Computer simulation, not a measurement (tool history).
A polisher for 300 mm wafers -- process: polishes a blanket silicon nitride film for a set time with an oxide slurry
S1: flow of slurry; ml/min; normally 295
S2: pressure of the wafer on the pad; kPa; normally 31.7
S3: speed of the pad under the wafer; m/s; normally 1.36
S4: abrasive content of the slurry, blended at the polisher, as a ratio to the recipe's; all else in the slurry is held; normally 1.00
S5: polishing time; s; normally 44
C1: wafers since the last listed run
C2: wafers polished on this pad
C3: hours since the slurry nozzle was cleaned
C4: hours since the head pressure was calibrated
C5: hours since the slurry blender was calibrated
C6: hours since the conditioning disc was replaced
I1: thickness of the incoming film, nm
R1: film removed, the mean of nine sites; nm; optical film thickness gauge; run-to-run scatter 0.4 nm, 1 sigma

Run 1, day 0.000: usual settings; C1 0; C2 1146; C3 406.6; C4 424.6; C5 149.2; C6 148.7; I1 301.3. Result: R1 51.4 nm.
At day 0.142: conditioning disc replaced and pad reconditioned.
At day 0.562: slurry nozzle cleaned.
At day 1.204: slurry blender recalibrated.
Run 2, day 1.412: usual settings but S2 26.9 kPa; C1 369; C2 1516; C3 20.4; C4 458.5; C5 5.0; C6 30.5; I1 305.8. Result: R1 43.3 nm.
Run 3, day 2.208: usual settings but S2 26.9 kPa; C1 244; C2 1760; C3 39.5; C4 477.6; C5 24.1; C6 49.6; I1 297.6. Result: R1 43.8 nm.
At day 2.496: worn pad replaced by a new one.
Run 4, day 3.450: usual settings but S1 370 ml/min, S4 0.75; C1 329; C2 292; C3 69.3; C4 507.4; C5 53.9; C6 79.4; I1 302.2. Result: R1 46.1 nm.
Run 5, day 4.017: usual settings but S1 370 ml/min, S4 0.75; C1 173; C2 465; C3 82.9; C4 521.0; C5 67.5; C6 93.0; I1 302.0. Result: R1 45.7 nm.
Run 6, day 5.475: usual settings; C1 447; C2 913; C3 117.9; C4 556.0; C5 102.5; C6 128.0; I1 305.0. Result: R1 52.3 nm.
At day 5.625: conditioning disc replaced and pad reconditioned.
Run 7, day 6.042: usual settings; C1 148; C2 1061; C3 131.5; C4 569.6; C5 116.1; C6 10.0; I1 295.0. Result: R1 51.6 nm.
Run 8, day 7.212: usual settings; C1 359; C2 1420; C3 159.6; C4 597.7; C5 144.2; C6 38.1; I1 302.4. Result: R1 51.8 nm.
At day 7.779: slurry blender recalibrated.
Run 9, day 8.008: usual settings but S1 190 ml/min, S2 42.7 kPa, S3 1.04 m/s, S5 29 s; C1 218; C2 1638; C3 178.7; C4 616.8; C5 5.5; C6 57.2; I1 301.7. Result: R1 35.2 nm.
At day 8.558: worn pad replaced by a new one.
Run 10, day 8.942: usual settings; C1 235; C2 117; C3 201.1; C4 639.2; C5 27.9; C6 79.6; I1 295.0. Result: R1 51.7 nm.
Run 11, day 10.017: usual settings but S1 210 ml/min, S2 34.5 kPa, S3 1.18 m/s, S4 1.15; C1 329; C2 446; C3 226.9; C4 665.0; C5 53.7; C6 105.4; I1 298.9. Result: R1 50.9 nm.
At day 10.904: conditioning disc replaced and pad reconditioned.
Run 12, day 11.225: usual settings but S1 340 ml/min, S4 0.70; C1 344; C2 791; C3 255.9; C4 694.0; C5 82.7; C6 7.7; I1 301.5. Result: R1 43.7 nm.
Run 13, day 12.067: usual settings; C1 258; C2 1049; C3 276.1; C4 714.2; C5 102.9; C6 27.9; I1 301.8. Result: R1 51.9 nm.
Run 14, day 13.212: usual settings; C1 351; C2 1401; C3 303.6; C4 741.7; C5 130.4; C6 55.4; I1 298.0. Result: R1 51.6 nm.
Run 15, day 14.588: usual settings but S1 330 ml/min, S2 42.1 kPa; C1 421; C2 1822; C3 336.6; C4 774.7; C5 163.4; C6 88.4; I1 296.2. Result: R1 69.3 nm.
At day 14.942: slurry blender recalibrated.
At day 14.962: worn pad replaced by a new one.
Run 16, day 15.496: usual settings but S2 38.6 kPa; C1 246; C2 164; C3 358.4; C4 796.5; C5 13.3; C6 110.2; I1 302.4. Result: R1 63.5 nm.
Run 17, day 16.254: usual settings but S4 1.20; C1 232; C2 396; C3 376.6; C4 814.7; C5 31.5; C6 128.4; I1 303.5. Result: R1 55.7 nm.
At day 16.383: conditioning disc replaced and pad reconditioned.
At day 17.275: slurry nozzle cleaned.
Run 18, day 17.625: usual settings but S1 365 ml/min, S2 37.9 kPa, S4 1.20, S5 39 s; C1 382; C2 778; C3 8.4; C4 847.6; C5 64.4; C6 29.8; I1 302.9. Result: R1 60.4 nm.
At day 18.121: head pressure recalibrated.
Run 19, day 18.796: usual settings but S5 50 s; C1 333; C2 1112; C3 36.5; C4 16.2; C5 92.5; C6 57.9; I1 298.7. Result: R1 59.1 nm.
Run 20, day 20.104: usual settings; C1 401; C2 1513; C3 67.9; C4 47.6; C5 123.9; C6 89.3; I1 302.9. Result: R1 51.5 nm.
At day 20.488: worn pad replaced by a new one.
Run 21, day 21.446: usual settings but S3 1.68 m/s; C1 360; C2 293; C3 100.1; C4 79.8; C5 156.1; C6 121.5; I1 299.5. Result: R1 61.0 nm.
At day 22.183: slurry blender recalibrated.
Run 22, day 22.942: usual settings but S1 325 ml/min, S5 36 s; C1 433; C2 726; C3 136.0; C4 115.7; C5 18.2; C6 157.4; I1 295.9. Result: R1 42.8 nm.
At day 23.375: conditioning disc replaced and pad reconditioned.
Run 23, day 23.533: usual settings but S1 370 ml/min; C1 155; C2 882; C3 150.2; C4 129.9; C5 32.4; C6 3.8; I1 300.7. Result: R1 53.3 nm.
Run 24, day 24.617: usual settings but S2 20.7 kPa, S3 1.20 m/s; C1 332; C2 1215; C3 176.2; C4 155.9; C5 58.4; C6 29.8; I1 301.9. Result: R1 30.5 nm.

List, for all runs, the conditions of the tool that the log does not record:
removal rate lost through wear of the pad, %: 0 in every run
slurry flow missing at the pad, %: 0 in every run
deviation of the head's pressure from its setpoint, %: 0 in every run
abrasive missing from the slurry, %: 0 in every run
time polished since the conditioner stopped cutting, s: 0 in every run
